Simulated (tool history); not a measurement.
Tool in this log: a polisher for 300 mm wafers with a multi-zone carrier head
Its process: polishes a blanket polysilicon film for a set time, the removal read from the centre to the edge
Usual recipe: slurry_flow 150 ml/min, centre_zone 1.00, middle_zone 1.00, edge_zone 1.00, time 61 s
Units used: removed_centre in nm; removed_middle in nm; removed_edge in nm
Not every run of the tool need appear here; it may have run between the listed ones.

run,hour,slurry_flow,centre_zone,middle_zone,edge_zone,time,wafers since the last listed run,wafers polished on this pad,hours since the slurry nozzle was cleaned,hours since the centre zone pressure was calibrated,hours since the edge zone pressure was calibrated,hours since the carrier head's membrane was replaced,"incoming thickness of the incoming film, nm",removed_centre,removed_middle,removed_edge
1,0.0,150,1.00,1.00,1.00,61,0,537,417.5,0.4,64.6,71.6,1862.3,684.9,715.7,704.4
2,17.7,185,1.00,0.90,1.05,61,217,755,435.2,18.1,82.3,89.3,1873.7,691.1,664.6,732.6
3,35.4,150,1.00,1.00,1.00,61,217,972,452.9,35.8,100.0,107.0,1860.3,669.9,690.1,682.4
# hour 43.0: slurry nozzle cleaned
4,50.0,175,1.00,0.93,1.00,61,167,1139,7.0,50.4,114.6,121.6,1877.3,665.8,651.5,680.4
5,64.0,150,1.09,0.95,0.89,46,172,1312,21.0,64.4,128.6,135.6,1839.9,518.8,475.5,465.8
6,72.8,110,1.00,1.10,1.00,76,108,1420,29.8,73.2,137.4,144.4,1847.1,707.0,789.8,754.6
# hour 82.6: worn pad replaced by a new one
7,83.3,115,1.00,1.09,1.04,68,79,8,40.3,83.7,147.9,154.9,1841.7,727.8,815.4,773.6
8,90.6,115,0.92,1.00,1.09,49,89,98,47.6,91.0,155.2,162.2,1840.2,476.6,546.0,574.7
9,103.5,195,1.00,0.89,1.00,69,158,256,60.5,103.9,168.1,175.1,1868.2,824.5,787.7,828.0
10,120.2,105,1.00,1.00,1.00,61,205,462,77.2,120.6,184.8,191.8,1868.7,619.9,660.1,670.7
11,129.9,150,1.00,1.00,1.00,45,119,581,86.9,130.3,194.5,201.5,1867.9,511.9,528.0,519.5
12,153.4,150,1.06,0.91,0.91,61,289,870,110.4,153.8,218.0,225.0,1811.8,718.6,653.0,664.8
13,170.3,135,1.07,1.08,1.00,72,207,1078,127.3,170.7,234.9,241.9,1880.3,796.9,847.7,782.5
14,187.8,150,1.00,1.00,0.94,61,215,1293,144.8,188.2,252.4,259.4,1851.9,635.2,659.8,644.7
15,204.8,165,1.00,1.00,1.00,72,209,1502,161.8,205.2,269.4,276.4,1827.7,750.8,778.7,770.2
# hour 213.2: worn pad replaced by a new one
16,221.2,150,1.05,1.00,1.00,72,152,98,178.2,221.6,285.8,292.8,1864.8,857.6,845.6,863.1
17,235.6,150,1.00,1.00,1.00,61,177,275,192.6,236.0,300.2,307.2,1854.7,700.8,715.4,713.7

What will run 18 give?
18,250.4,150,1.00,1.00,1.00,61,182,457,207.4,250.8,315.0,322.0,1859.2,?,?,?

Run 18 came out at removed_centre 700.6 nm, removed_middle 721.9 nm, removed_edge 718.0 nm.
The same run, on a tool lacking any hidden state, would have yielded removed_centre 714.9 nm, removed_middle 736.6 nm, removed_edge 732.7 nm.

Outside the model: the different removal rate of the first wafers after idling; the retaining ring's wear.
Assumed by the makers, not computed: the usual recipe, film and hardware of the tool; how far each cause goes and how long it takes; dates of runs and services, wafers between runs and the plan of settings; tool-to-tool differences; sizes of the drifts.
